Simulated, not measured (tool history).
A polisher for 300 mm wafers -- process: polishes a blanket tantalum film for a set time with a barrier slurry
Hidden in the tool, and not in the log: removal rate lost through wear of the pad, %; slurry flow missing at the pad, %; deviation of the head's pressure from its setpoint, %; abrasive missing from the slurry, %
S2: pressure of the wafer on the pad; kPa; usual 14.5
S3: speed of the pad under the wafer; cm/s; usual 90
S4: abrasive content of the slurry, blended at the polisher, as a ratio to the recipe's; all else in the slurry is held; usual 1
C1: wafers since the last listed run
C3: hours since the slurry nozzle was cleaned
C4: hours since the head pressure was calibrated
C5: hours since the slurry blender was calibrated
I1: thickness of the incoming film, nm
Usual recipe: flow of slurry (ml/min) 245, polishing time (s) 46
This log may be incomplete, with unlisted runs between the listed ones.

run 1 day=0 | flow_of_slurry_(ml/min)=245 S2=14.5 S3=90 S4=1 polishing_time_(s)=46 | C1=0 wafers_polished_on_this_pad=380 C3=280.7 C4=55.1 C5=114.9 | I1=196.2 | film_removed_(angstrom)=646
run 2 day=1.108 | flow_of_slurry_(ml/min)=245 S2=14.5 S3=90 S4=1 polishing_time_(s)=46 | C1=151 wafers_polished_on_this_pad=532 C3=307.3 C4=81.7 C5=141.5 | I1=203.4 | film_removed_(angstrom)=638
run 3 day=2.908 | flow_of_slurry_(ml/min)=245 S2=14.5 S3=90 S4=1 polishing_time_(s)=46 | C1=246 wafers_polished_on_this_pad=779 C3=350.5 C4=124.9 C5=184.7 | I1=201.3 | film_removed_(angstrom)=624
run 4 day=4.083 | flow_of_slurry_(ml/min)=245 S2=14.5 S3=90 S4=1 polishing_time_(s)=38 | C1=161 wafers_polished_on_this_pad=940 C3=378.7 C4=153.1 C5=212.9 | I1=197.7 | film_removed_(angstrom)=514
run 5 day=4.829 | flow_of_slurry_(ml/min)=245 S2=14.5 S3=90 S4=1 polishing_time_(s)=38 | C1=102 wafers_polished_on_this_pad=1042 C3=396.6 C4=171 C5=230.8 | I1=202.5 | film_removed_(angstrom)=509
run 6 day=5.508 | flow_of_slurry_(ml/min)=245 S2=14.5 S3=110 S4=0.85 polishing_time_(s)=54 | C1=93 wafers_polished_on_this_pad=1135 C3=412.9 C4=187.3 C5=247.1 | I1=197.5 | film_removed_(angstrom)=838
run 7 day=6.233 | flow_of_slurry_(ml/min)=245 S2=14.5 S3=90 S4=1 polishing_time_(s)=46 | C1=99 wafers_polished_on_this_pad=1235 C3=430.3 C4=204.7 C5=264.5 | I1=200.2 | film_removed_(angstrom)=609
run 8 day=7.088 | flow_of_slurry_(ml/min)=245 S2=14.5 S3=66 S4=1 polishing_time_(s)=46 | C1=117 wafers_polished_on_this_pad=1352 C3=450.8 C4=225.2 C5=285 | I1=199.7 | film_removed_(angstrom)=444
run 9 day=7.842 | flow_of_slurry_(ml/min)=245 S2=18.6 S3=62 S4=1 polishing_time_(s)=46 | C1=103 wafers_polished_on_this_pad=1455 C3=468.9 C4=243.3 C5=303.1 | I1=198.3 | film_removed_(angstrom)=531
-- day=7.958 slurry nozzle cleaned
run 10 day=9.204 | flow_of_slurry_(ml/min)=305 S2=14.5 S3=90 S4=1 polishing_time_(s)=37 | C1=181 wafers_polished_on_this_pad=1636 C3=29.9 C4=276 C5=335.8 | I1=201 | film_removed_(angstrom)=499
-- day=10.2 worn pad replaced by a new one
run 11 day=11.742 | flow_of_slurry_(ml/min)=245 S2=14.5 S3=90 S4=1.15 polishing_time_(s)=46 | C1=324 wafers_polished_on_this_pad=211 C3=90.8 C4=336.9 C5=396.7 | I1=202.2 | film_removed_(angstrom)=680
run 12 day=13.079 | flow_of_slurry_(ml/min)=295 S2=16.5 S3=90 S4=1 polishing_time_(s)=51 | C1=183 wafers_polished_on_this_pad=394 C3=122.9 C4=369 C5=428.8 | I1=199.5 | film_removed_(angstrom)=848
-- day=13.583 slurry blender recalibrated
run 13 day=13.688 | flow_of_slurry_(ml/min)=245 S2=14.5 S3=122 S4=1 polishing_time_(s)=46 | C1=71 wafers_polished_on_this_pad=466 C3=137.5 C4=383.6 C5=2.5 | I1=197.8 | film_removed_(angstrom)=878
run 14 day=14.612 | flow_of_slurry_(ml/min)=245 S2=14.5 S3=90 S4=1 polishing_time_(s)=46 | C1=126 wafers_polished_on_this_pad=593 C3=159.7 C4=405.8 C5=24.7 | I1=201.6 | film_removed_(angstrom)=642
run 15 day=15.304 | flow_of_slurry_(ml/min)=245 S2=14.5 S3=66 S4=1 polishing_time_(s)=46 | C1=94 wafers_polished_on_this_pad=688 C3=176.3 C4=422.4 C5=41.3 | I1=200.6 | film_removed_(angstrom)=477
run 16 day=16.6 | flow_of_slurry_(ml/min)=245 S2=14.5 S3=90 S4=1 polishing_time_(s)=46 | C1=177 wafers_polished_on_this_pad=865 C3=207.4 C4=453.5 C5=72.4 | I1=203 | film_removed_(angstrom)=637
run 17 day=18.029 | flow_of_slurry_(ml/min)=245 S2=14.5 S3=90 S4=1 polishing_time_(s)=46 | C1=195 wafers_polished_on_this_pad=1061 C3=241.7 C4=487.8 C5=106.7 | I1=196.1 | film_removed_(angstrom)=626
run 18 day=19.138 | flow_of_slurry_(ml/min)=245 S2=14.5 S3=90 S4=1 polishing_time_(s)=46 | C1=151 wafers_polished_on_this_pad=1213 C3=268.3 C4=514.4 C5=133.3 | I1=200.3 | film_removed_(angstrom)=623
run 19 day=19.729 | flow_of_slurry_(ml/min)=245 S2=18.6 S3=90 S4=1 polishing_time_(s)=46 | C1=81 wafers_polished_on_this_pad=1294 C3=282.5 C4=528.6 C5=147.5 | I1=200.5 | film_removed_(angstrom)=800
-- day=19.883 head pressure recalibrated
run 20 day=21.167 | flow_of_slurry_(ml/min)=245 S2=10.3 S3=90 S4=1.25 polishing_time_(s)=46 | C1=185 wafers_polished_on_this_pad=1480 C3=317 C4=30.8 C5=182 | I1=203.4 | film_removed_(angstrom)=459
run 21 day=21.838 | flow_of_slurry_(ml/min)=245 S2=14.5 S3=90 S4=1 polishing_time_(s)=46 | C1=91 wafers_polished_on_this_pad=1572 C3=333.1 C4=46.9 C5=198.1 | I1=202.2 | film_removed_(angstrom)=600
run 22 day=22.354 | flow_of_slurry_(ml/min)=200 S2=10.3 S3=58 S4=1 polishing_time_(s)=46 | C1=70 wafers_polished_on_this_pad=1642 C3=345.5 C4=59.3 C5=210.5 | I1=201.5 | film_removed_(angstrom)=262
-- day=22.754 worn pad replaced by a new one
run 23 day=23.621 | flow_of_slurry_(ml/min)=245 S2=11 S3=90 S4=0.7 polishing_time_(s)=46 | C1=150 wafers_polished_on_this_pad=118 C3=375.9 C4=89.7 C5=240.9 | I1=196.5 | film_removed_(angstrom)=426
run 24 day=24.367 | flow_of_slurry_(ml/min)=180 S2=14.5 S3=74 S4=1 polishing_time_(s)=46 | C1=102 wafers_polished_on_this_pad=220 C3=393.8 C4=107.6 C5=258.8 | I1=200.6 | film_removed_(angstrom)=494
run 25 day=25.588 | flow_of_slurry_(ml/min)=180 S2=14.5 S3=100 S4=1 polishing_time_(s)=37 | C1=167 wafers_polished_on_this_pad=388 C3=423.1 C4=136.9 C5=288.1 | I1=197.1 | film_removed_(angstrom)=525
run 26 day=26.154 | flow_of_slurry_(ml/min)=310 S2=17.2 S3=90 S4=1 polishing_time_(s)=46 | C1=77 wafers_polished_on_this_pad=465 C3=436.7 C4=150.5 C5=301.7 | I1=195.8 | film_removed_(angstrom)=764
run 27 day=26.871 | flow_of_slurry_(ml/min)=170 S2=17.2 S3=90 S4=1 polishing_time_(s)=37 | C1=98 wafers_polished_on_this_pad=564 C3=453.9 C4=167.7 C5=318.9 | I1=201.1 | film_removed_(angstrom)=552
-- day=27.321 slurry nozzle cleaned
-- day=28.096 slurry blender recalibrated
run 28 day=28.196 | flow_of_slurry_(ml/min)=245 S2=11 S3=72 S4=1 polishing_time_(s)=46 | C1=164 wafers_polished_on_this_pad=728 C3=21 C4=199.5 C5=2.4 | I1=197.3 | film_removed_(angstrom)=391
run 29 day=28.942 | flow_of_slurry_(ml/min)=245 S2=14.5 S3=90 S4=1.1 polishing_time_(s)=46 | C1=102 wafers_polished_on_this_pad=830 C3=38.9 C4=217.4 C5=20.3 | I1=197.6 | film_removed_(angstrom)=666
run 30 day=29.946 | flow_of_slurry_(ml/min)=205 S2=14.5 S3=122 S4=0.9 polishing_time_(s)=37 | C1=137 wafers_polished_on_this_pad=968 C3=63 C4=241.5 C5=44.4 | I1=200.7 | film_removed_(angstrom)=662

Branching from run 30: 4 alternative next runs. What would each branch give?
run A day=29.962 | flow_of_slurry_(ml/min)=245 S2=14.5 S3=90 S4=1 polishing_time_(s)=46 | C1=2 wafers_polished_on_this_pad=970 C3=63.4 C4=241.9 C5=44.8 | I1=199.5 | film_removed_(angstrom)=?
run B day=29.962 | flow_of_slurry_(ml/min)=245 S2=17.2 S3=90 S4=1 polishing_time_(s)=46 | C1=2 wafers_polished_on_this_pad=970 C3=63.4 C4=241.9 C5=44.8 | I1=199.5 | film_removed_(angstrom)=?
run C day=29.962 | flow_of_slurry_(ml/min)=245 S2=19.3 S3=110 S4=1 polishing_time_(s)=41 | C1=2 wafers_polished_on_this_pad=970 C3=63.4 C4=241.9 C5=44.8 | I1=199.5 | film_removed_(angstrom)=?
run D day=29.962 | flow_of_slurry_(ml/min)=245 S2=16.5 S3=90 S4=1 polishing_time_(s)=52 | C1=2 wafers_polished_on_this_pad=970 C3=63.4 C4=241.9 C5=44.8 | I1=199.5 | film_removed_(angstrom)=?

run=A film_removed_(angstrom)=640
run=B film_removed_(angstrom)=762
run=C film_removed_(angstrom)=929
run=D film_removed_(angstrom)=826
Had the tool no hidden state, the same runs would have come out as:
run=A film_removed_(angstrom)=664
run=B film_removed_(angstrom)=790
run=C film_removed_(angstrom)=964
run=D film_removed_(angstrom)=857
